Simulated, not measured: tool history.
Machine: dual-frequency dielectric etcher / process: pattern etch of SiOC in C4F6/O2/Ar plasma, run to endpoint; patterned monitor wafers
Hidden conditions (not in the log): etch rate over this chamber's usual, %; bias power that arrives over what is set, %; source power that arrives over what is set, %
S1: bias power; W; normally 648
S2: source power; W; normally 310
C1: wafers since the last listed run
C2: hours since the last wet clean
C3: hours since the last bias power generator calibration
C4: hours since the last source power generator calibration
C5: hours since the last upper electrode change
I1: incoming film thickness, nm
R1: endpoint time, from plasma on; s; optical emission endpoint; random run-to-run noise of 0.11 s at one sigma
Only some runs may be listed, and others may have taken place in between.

| run | hour | S1 | S2 | C1 | C2 | C3 | C4 | C5 | I1 | R1 |
|---|---|---|---|---|---|---|---|---|---|---|
| 1 | 0.0 | 556 | 310 | 0 | 24.4 | 3977.8 | 4050.7 | 5685.9 | 51.6 | 18.0 |
| 2 | 17.4 | 556 | 310 | 443 | 41.8 | 3995.2 | 4068.1 | 5703.3 | 51.3 | 18.0 |
| 3 | 27.4 | 648 | 310 | 254 | 51.8 | 4005.2 | 4078.1 | 5713.3 | 51.5 | 17.0 |
| 4 | 39.2 | 648 | 310 | 300 | 63.6 | 4017.0 | 4089.9 | 5725.1 | 51.5 | 17.1 |
| 5 | 49.3 | 648 | 310 | 257 | 73.7 | 4027.1 | 4100.0 | 5735.2 | 51.8 | 17.4 |
| 6 | 57.1 | 648 | 290 | 198 | 81.5 | 4034.9 | 4107.8 | 5743.0 | 51.6 | 17.5 |
| 7 | 74.4 | 648 | 310 | 440 | 98.8 | 4052.2 | 4125.1 | 5760.3 | 51.5 | 17.1 |
| 8 | 81.9 | 648 | 310 | 191 | 106.3 | 4059.7 | 4132.6 | 5767.8 | 51.3 | 17.2 |
| 9 | 98.9 | 648 | 310 | 433 | 123.3 | 4076.7 | 4149.6 | 5784.8 | 51.1 | 17.0 |
| 10 | 116.2 | 648 | 310 | 440 | 140.6 | 4094.0 | 4166.9 | 5802.1 | 51.3 | 17.0 |
| 11 | 128.6 | 648 | 310 | 316 | 153.0 | 4106.4 | 4179.3 | 5814.5 | 51.6 | 17.1 |
| 12 | 145.8 | 598 | 240 | 438 | 170.2 | 4123.6 | 4196.5 | 5831.7 | 51.2 | 19.3 |
| 13 | 156.9 | 715 | 370 | 282 | 181.3 | 4134.7 | 4207.6 | 5842.8 | 51.0 | 15.4 |
| 14 | 172.5 | 520 | 350 | 397 | 196.9 | 4150.3 | 4223.2 | 5858.4 | 51.9 | 18.1 |
|  | 182.4 | source power generator calibrated |
| 15 | 182.9 | 488 | 370 | 163 | 207.3 | 4160.7 | 0.5 | 5868.8 | 51.2 | 18.1 |
| 16 | 188.7 | 538 | 360 | 147 | 213.1 | 4166.5 | 6.3 | 5874.6 | 51.4 | 17.4 |
| 17 | 203.5 | 648 | 310 | 377 | 227.9 | 4181.3 | 21.1 | 5889.4 | 51.1 | 17.3 |
|  | 230.5 | upper electrode replaced |
| 18 | 231.0 | 648 | 310 | 89 | 255.4 | 4208.8 | 48.6 | 0.5 | 51.5 | 17.5 |
| 19 | 231.3 | 710 | 280 | 7 | 255.7 | 4209.1 | 48.9 | 0.8 | 51.4 | 17.3 |
| 20 | 240.3 | 556 | 240 | 229 | 264.7 | 4218.1 | 57.9 | 9.8 | 52.1 | 20.5 |
| 21 | 258.0 | 555 | 260 | 451 | 282.4 | 4235.8 | 75.6 | 27.5 | 51.9 | 20.1 |
| 22 | 272.8 | 648 | 350 | 377 | 297.2 | 4250.6 | 90.4 | 42.3 | 51.5 | 16.6 |
|  | 282.2 | bias power generator calibrated |
|  | 304.2 | wet clean of the chamber |
| 23 | 304.7 | 594 | 380 | 148 | 0.5 | 22.5 | 122.3 | 74.2 | 50.9 | 16.0 |
| 24 | 305.8 | 561 | 360 | 28 | 1.6 | 23.6 | 123.4 | 75.3 | 51.5 | 16.8 |
| 25 | 320.0 | 648 | 310 | 361 | 15.8 | 37.8 | 137.6 | 89.5 | 51.6 | 16.9 |
| 26 | 331.3 | 648 | 380 | 288 | 27.1 | 49.1 | 148.9 | 100.8 | 51.8 | 15.9 |
| 27 | 343.1 | 548 | 280 | 300 | 38.9 | 60.9 | 160.7 | 112.6 | 51.1 | 18.8 |
| 28 | 387.9 | 535 | 360 | 1141 | 83.7 | 105.7 | 205.5 | 157.4 | 51.4 | 17.4 |
| 29 | 405.7 | 785 | 240 | 453 | 101.5 | 123.5 | 223.3 | 175.2 | 51.0 | 17.1 |
| 30 | 439.6 | 504 | 250 | 864 | 135.4 | 157.4 | 257.2 | 209.1 | 51.5 | 20.8 |
| 31 | 451.4 | 507 | 390 | 300 | 147.2 | 169.2 | 269.0 | 220.9 | 51.6 | 17.5 |
| 32 | 460.3 | 709 | 310 | 226 | 156.1 | 178.1 | 277.9 | 229.8 | 50.5 | 16.3 |
| 33 | 478.3 | 648 | 380 | 458 | 174.1 | 196.1 | 295.9 | 247.8 | 51.7 | 15.8 |
| 34 | 489.3 | 597 | 330 | 280 | 185.1 | 207.1 | 306.9 | 258.8 | 51.5 | 17.4 |

How the hidden state differs across the entries between the runs, from the last listed run before each to the first after it:
Logged between run 14 and run 15: source power generator calibrated (hour 182.4)
  etch rate over this chamber's usual, %: -2.11 -> -2.22
  measured minus no-state result, R1: +0.3 -> +0.4 s
Logged between run 17 and run 18: upper electrode replaced (hour 230.5)
  etch rate over this chamber's usual, %: -2.42 -> -2.69
  measured minus no-state result, R1: +0.4 -> +0.5 s
Logged between run 22 and run 23: bias power generator calibrated (hour 282.2); wet clean of the chamber (hour 304.2)
  etch rate over this chamber's usual, %: -3.1 -> 0.372
  measured minus no-state result, R1: +0.5 -> +0.0 s

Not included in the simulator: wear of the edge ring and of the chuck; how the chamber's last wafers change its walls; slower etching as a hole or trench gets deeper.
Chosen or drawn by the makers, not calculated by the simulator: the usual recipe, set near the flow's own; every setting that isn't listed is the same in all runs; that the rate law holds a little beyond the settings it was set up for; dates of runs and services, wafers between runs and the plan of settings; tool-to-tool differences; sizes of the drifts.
